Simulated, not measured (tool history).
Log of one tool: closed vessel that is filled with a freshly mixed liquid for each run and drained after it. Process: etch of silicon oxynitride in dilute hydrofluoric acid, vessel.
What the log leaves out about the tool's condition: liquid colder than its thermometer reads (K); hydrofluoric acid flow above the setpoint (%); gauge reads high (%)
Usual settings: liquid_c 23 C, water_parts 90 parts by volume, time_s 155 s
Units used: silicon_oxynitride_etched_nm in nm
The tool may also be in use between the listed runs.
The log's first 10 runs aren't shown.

run,hour,liquid_c,water_parts,time_s,wafers since the last listed run,hours since the thermometer was replaced,hours since the hydrofluoric acid flow meter was replaced,hours since the gauge calibration,"read-back film thickness of the silicon oxynitride reference wafer, read on the same gauge (nm)",silicon_oxynitride_etched_nm
# hour 501.4: gauge calibrated
11,530,23,90,155,3152,664.3,248.5,28.6,120,6.21
12,560.5,23,90,155,2543,694.8,279,59.1,120.01,6.23
13,621.5,23,90,155,5087,755.8,340,120.1,119.99,6.23
14,679,23,65,95,4795,813.3,397.5,177.6,120.01,5.39
15,728.4,23,100,155,4119,862.7,446.9,227,119.99,5.54
16,792,23,130,155,5303,926.3,510.5,290.6,120.01,4.19
# hour 815.9: hydrofluoric acid flow meter replaced
17,844.2,24.5,55,210,4269,978.5,28.3,342.8,119.99,14.93
18,884,23,70,70,3319,1018.3,68.1,382.6,120.02,3.61
# hour 914.5: thermometer replaced
19,914.8,23,50,155,2485,0.3,98.9,413.4,120,11.75
20,953.6,23,90,155,3235,39.1,137.7,452.2,120.01,6.29
21,1025.3,23,70,130,5979,110.8,209.4,523.9,120.01,6.86
22,1077.7,23,90,155,4369,163.2,261.8,576.3,119.99,6.31
23,1128.4,23,90,100,4228,213.9,312.5,627,119.99,4.08
24,1166.2,21,90,130,3152,251.7,350.3,664.8,119.98,4.77
25,1223,24.5,45,250,4736,308.5,407.1,721.6,120,22.55
26,1256,23,75,155,2752,341.5,440.1,754.6,120.02,7.66
27,1312.8,23,90,75,4736,398.3,496.9,811.4,120.01,3.06
# hour 1337.3: hydrofluoric acid flow meter replaced
28,1375.3,21,90,155,5128,460.8,38,873.9,119.99,5.62
29,1443,20,90,205,5645,528.5,105.7,941.6,120,7.08
30,1489.4,23,90,240,3869,574.9,152.1,988,120,9.61
31,1521.8,26.5,90,155,2702,607.3,184.5,1020.4,120,7.32
32,1580.9,23,90,155,4928,666.4,243.6,1079.5,120,6.22
33,1624.7,23,70,155,3652,710.2,287.4,1123.3,119.99,8.11

4 ways to go on from here, each from the tool as it stands after run 33. What would each give?
A,1625.4,23,90,250,58,710.9,288.1,1124,?,?
B,1625.4,26,90,125,58,710.9,288.1,1124,?,?
C,1625.4,24.5,90,155,58,710.9,288.1,1124,?,?
D,1625.4,19.5,90,155,58,710.9,288.1,1124,?,?

run,"read-back film thickness of the silicon oxynitride reference wafer, read on the same gauge (nm)",silicon_oxynitride_etched_nm
A,120.01,9.99
B,120.01,5.76
C,120.01,6.65
D,120.01,5.22
Without the tool's hidden state the same runs would have given:
run,silicon_oxynitride_etched_nm
A,10.03
B,5.78
C,6.68
D,5.24

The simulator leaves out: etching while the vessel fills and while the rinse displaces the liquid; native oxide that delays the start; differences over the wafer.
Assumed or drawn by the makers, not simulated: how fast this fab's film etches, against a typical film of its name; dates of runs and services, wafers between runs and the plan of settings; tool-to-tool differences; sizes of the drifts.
